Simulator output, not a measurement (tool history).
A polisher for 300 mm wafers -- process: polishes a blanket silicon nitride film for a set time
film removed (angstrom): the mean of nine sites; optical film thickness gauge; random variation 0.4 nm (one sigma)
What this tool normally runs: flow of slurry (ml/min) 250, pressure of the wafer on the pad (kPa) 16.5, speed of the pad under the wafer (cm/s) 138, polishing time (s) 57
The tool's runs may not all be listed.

run   hour  flow of slurry (ml/min)  pressure of the wafer on the pad (kPa)  speed of the pad under the wafer (cm/s)  polishing time (s)  incoming thickness of the incoming film, nm  film removed (angstrom)
  1    0.0                      250                                    16.5                                      138                  57                                        808.4                      583
  2    8.8                      250                                    16.5                                      138                  57                                        810.2                      570
  3   22.5                      250                                    16.5                                      138                  57                                        823.6                      570
      27.6  -- worn pad replaced by a new one
  4   31.8                      250                                    16.5                                      138                  57                                        803.3                      620
  5   43.2                      250                                    16.5                                      138                  57                                        822.5                      611
  6   60.9                      250                                    16.5                                      138                  57                                        814.6                      594
  7   67.0                      250                                    16.5                                      138                  57                                        807.7                      594
  8   80.2                      250                                    16.5                                      138                  57                                        802.6                      591
  9   93.1                      210                                    16.5                                      138                  57                                        818.2                      583
      96.3  -- head pressure recalibrated
 10  109.9                      330                                    13.1                                      162                  76                                        801.3                      815
 11  116.5                      280                                    14.5                                      150                  57                                        817.5                      612
 12  131.8                      250                                    20.7                                      138                  73                                        804.3                      998
     138.9  -- worn pad replaced by a new one
     147.7  -- slurry nozzle cleaned
 13  148.7                      325                                    14.5                                      116                  71                                        815.7                      655
 14  165.3                      180                                    15.2                                      138                  57                                        810.2                      585
 15  174.4                      205                                    13.8                                      160                  73                                        802.2                      773
 16  191.1                      250                                    16.5                                      138                  57                                        815.2                      631

What if the next run were any one of these 4? Each begins from the tool's condition after run 16:
  A  191.5                      250                                    11.0                                      138                  57                                        808.5                        ?
  B  191.5                      250                                    20.0                                      186                  57                                        808.5                        ?
  C  191.5                      280                                    16.5                                      138                  57                                        808.5                        ?
  D  191.5                      180                                    19.3                                      176                  51                                        808.5                        ?

run  film removed (angstrom)
  A                      444
  B                      938
  C                      631
  D                      762
Without the tool's hidden state the same runs would have given:
run  film removed (angstrom)
  A                      500
  B                     1055
  C                      710
  D                      858
